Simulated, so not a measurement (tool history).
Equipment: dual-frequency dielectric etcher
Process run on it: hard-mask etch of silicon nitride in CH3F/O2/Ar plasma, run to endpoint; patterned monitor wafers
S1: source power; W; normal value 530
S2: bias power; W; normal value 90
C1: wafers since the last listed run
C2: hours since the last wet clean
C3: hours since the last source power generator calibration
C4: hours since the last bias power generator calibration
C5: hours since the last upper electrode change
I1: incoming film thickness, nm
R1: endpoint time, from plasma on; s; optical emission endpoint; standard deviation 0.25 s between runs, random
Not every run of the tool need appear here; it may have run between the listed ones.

{"run": 1, "hour": 0.0, "S1": 530, "S2": 90, "C1": 0, "C2": 229.4, "C3": 1308.8, "C4": 4024.0, "C5": 2869.5, "I1": 43.72, "R1": 57.5}
{"hour": 12.9, "done": "bias power generator calibrated"}
{"run": 2, "hour": 13.4, "S1": 530, "S2": 90, "C1": 133, "C2": 242.8, "C3": 1322.2, "C4": 0.5, "C5": 2882.9, "I1": 42.88, "R1": 56.9}
{"run": 3, "hour": 27.5, "S1": 580, "S2": 90, "C1": 199, "C2": 256.9, "C3": 1336.3, "C4": 14.6, "C5": 2897.0, "I1": 43.09, "R1": 54.5}
{"run": 4, "hour": 33.7, "S1": 580, "S2": 90, "C1": 87, "C2": 263.1, "C3": 1342.5, "C4": 20.8, "C5": 2903.2, "I1": 43.35, "R1": 54.7}
{"run": 5, "hour": 50.6, "S1": 580, "S2": 80, "C1": 239, "C2": 280.0, "C3": 1359.4, "C4": 37.7, "C5": 2920.1, "I1": 43.29, "R1": 57.3}
{"run": 6, "hour": 59.6, "S1": 580, "S2": 80, "C1": 127, "C2": 289.0, "C3": 1368.4, "C4": 46.7, "C5": 2929.1, "I1": 43.65, "R1": 57.8}
{"run": 7, "hour": 90.2, "S1": 580, "S2": 80, "C1": 433, "C2": 319.6, "C3": 1399.0, "C4": 77.3, "C5": 2959.7, "I1": 43.19, "R1": 57.1}
{"run": 8, "hour": 106.9, "S1": 630, "S2": 90, "C1": 236, "C2": 336.3, "C3": 1415.7, "C4": 94.0, "C5": 2976.4, "I1": 42.75, "R1": 51.9}
{"run": 9, "hour": 118.5, "S1": 630, "S2": 90, "C1": 164, "C2": 347.9, "C3": 1427.3, "C4": 105.6, "C5": 2988.0, "I1": 43.24, "R1": 52.4}
{"run": 10, "hour": 129.8, "S1": 630, "S2": 90, "C1": 160, "C2": 359.2, "C3": 1438.6, "C4": 116.9, "C5": 2999.3, "I1": 43.41, "R1": 52.8}
{"run": 11, "hour": 139.0, "S1": 530, "S2": 90, "C1": 130, "C2": 368.4, "C3": 1447.8, "C4": 126.1, "C5": 3008.5, "I1": 42.97, "R1": 56.9}
{"run": 12, "hour": 157.5, "S1": 530, "S2": 90, "C1": 262, "C2": 386.9, "C3": 1466.3, "C4": 144.6, "C5": 3027.0, "I1": 43.27, "R1": 57.7}
{"run": 13, "hour": 166.4, "S1": 530, "S2": 109, "C1": 126, "C2": 395.8, "C3": 1475.2, "C4": 153.5, "C5": 3035.9, "I1": 43.14, "R1": 53.2}
{"run": 14, "hour": 178.4, "S1": 420, "S2": 79, "C1": 170, "C2": 407.8, "C3": 1487.2, "C4": 165.5, "C5": 3047.9, "I1": 43.46, "R1": 69.0}
{"hour": 207.3, "done": "upper electrode replaced, of another model than before"}
{"run": 15, "hour": 207.8, "S1": 530, "S2": 79, "C1": 76, "C2": 437.2, "C3": 1516.6, "C4": 194.9, "C5": 0.5, "I1": 43.02, "R1": 61.5}
{"run": 16, "hour": 208.1, "S1": 530, "S2": 90, "C1": 4, "C2": 437.5, "C3": 1516.9, "C4": 195.2, "C5": 0.8, "I1": 43.04, "R1": 57.5}
{"run": 17, "hour": 214.1, "S1": 450, "S2": 111, "C1": 85, "C2": 443.5, "C3": 1522.9, "C4": 201.2, "C5": 6.8, "I1": 42.81, "R1": 53.9}
{"run": 18, "hour": 241.4, "S1": 630, "S2": 111, "C1": 386, "C2": 470.8, "C3": 1550.2, "C4": 228.5, "C5": 34.1, "I1": 43.27, "R1": 49.5}
{"run": 19, "hour": 257.3, "S1": 450, "S2": 100, "C1": 225, "C2": 486.7, "C3": 1566.1, "C4": 244.4, "C5": 50.0, "I1": 43.68, "R1": 58.1}
{"run": 20, "hour": 267.3, "S1": 610, "S2": 103, "C1": 141, "C2": 496.7, "C3": 1576.1, "C4": 254.4, "C5": 60.0, "I1": 43.01, "R1": 52.1}
{"run": 21, "hour": 277.1, "S1": 530, "S2": 101, "C1": 138, "C2": 506.5, "C3": 1585.9, "C4": 264.2, "C5": 69.8, "I1": 43.37, "R1": 54.5}
{"run": 22, "hour": 290.4, "S1": 530, "S2": 107, "C1": 188, "C2": 519.8, "C3": 1599.2, "C4": 277.5, "C5": 83.1, "I1": 43.62, "R1": 53.4}
{"hour": 304.5, "done": "source power generator calibrated"}
{"hour": 321.2, "done": "wet clean of the chamber"}
{"run": 23, "hour": 321.7, "S1": 530, "S2": 90, "C1": 150, "C2": 0.5, "C3": 17.2, "C4": 308.8, "C5": 114.4, "I1": 43.12, "R1": 54.9}
{"run": 24, "hour": 322.0, "S1": 470, "S2": 90, "C1": 4, "C2": 0.8, "C3": 17.5, "C4": 309.1, "C5": 114.7, "I1": 43.37, "R1": 57.3}
{"run": 25, "hour": 340.3, "S1": 450, "S2": 90, "C1": 259, "C2": 19.1, "C3": 35.8, "C4": 327.4, "C5": 133.0, "I1": 43.23, "R1": 57.7}
{"run": 26, "hour": 354.8, "S1": 530, "S2": 90, "C1": 205, "C2": 33.6, "C3": 50.3, "C4": 341.9, "C5": 147.5, "I1": 43.42, "R1": 55.4}
{"run": 27, "hour": 370.4, "S1": 480, "S2": 71, "C1": 221, "C2": 49.2, "C3": 65.9, "C4": 357.5, "C5": 163.1, "I1": 43.21, "R1": 64.3}
{"run": 28, "hour": 388.1, "S1": 660, "S2": 101, "C1": 250, "C2": 66.9, "C3": 83.6, "C4": 375.2, "C5": 180.8, "I1": 43.86, "R1": 49.9}
{"run": 29, "hour": 397.0, "S1": 530, "S2": 81, "C1": 126, "C2": 75.8, "C3": 92.5, "C4": 384.1, "C5": 189.7, "I1": 43.21, "R1": 58.9}
{"run": 30, "hour": 405.1, "S1": 440, "S2": 77, "C1": 114, "C2": 83.9, "C3": 100.6, "C4": 392.2, "C5": 197.8, "I1": 43.45, "R1": 64.8}
{"run": 31, "hour": 416.7, "S1": 410, "S2": 97, "C1": 164, "C2": 95.5, "C3": 112.2, "C4": 403.8, "C5": 209.4, "I1": 43.23, "R1": 57.9}
{"run": 32, "hour": 431.3, "S1": 480, "S2": 71, "C1": 206, "C2": 110.1, "C3": 126.8, "C4": 418.4, "C5": 224.0, "I1": 43.28, "R1": 65.3}
{"run": 33, "hour": 447.1, "S1": 530, "S2": 90, "C1": 223, "C2": 125.9, "C3": 142.6, "C4": 434.2, "C5": 239.8, "I1": 42.98, "R1": 55.6}
{"run": 34, "hour": 460.4, "S1": 620, "S2": 97, "C1": 188, "C2": 139.2, "C3": 155.9, "C4": 447.5, "C5": 253.1, "I1": 43.12, "R1": 51.3}
{"run": 35, "hour": 466.5, "S1": 530, "S2": 106, "C1": 86, "C2": 145.3, "C3": 162.0, "C4": 453.6, "C5": 259.2, "I1": 43.56, "R1": 51.7}

What differs in the tool's unlogged condition from the final listed run ahead of each entry between runs to the first listed run following it?
Runs 1 to 2: bias power generator calibrated (hour 12.9)
  etch rate over this chamber's usual, %: -2.23 -> -2.33
  the result without the hidden state subtracted from the measured one, R1: +1.3 -> +1.3 s
Runs 14 to 15: upper electrode replaced, of another model than before (hour 207.3)
  etch rate over this chamber's usual, %: -3.54 -> -3.76
  the result without the hidden state subtracted from the measured one, R1: +2.4 -> +2.3 s
Runs 22 to 23: source power generator calibrated (hour 304.5); wet clean of the chamber (hour 321.2)
  etch rate over this chamber's usual, %: -4.37 -> 0.651
  the result without the hidden state subtracted from the measured one, R1: +2.3 -> -0.4 s
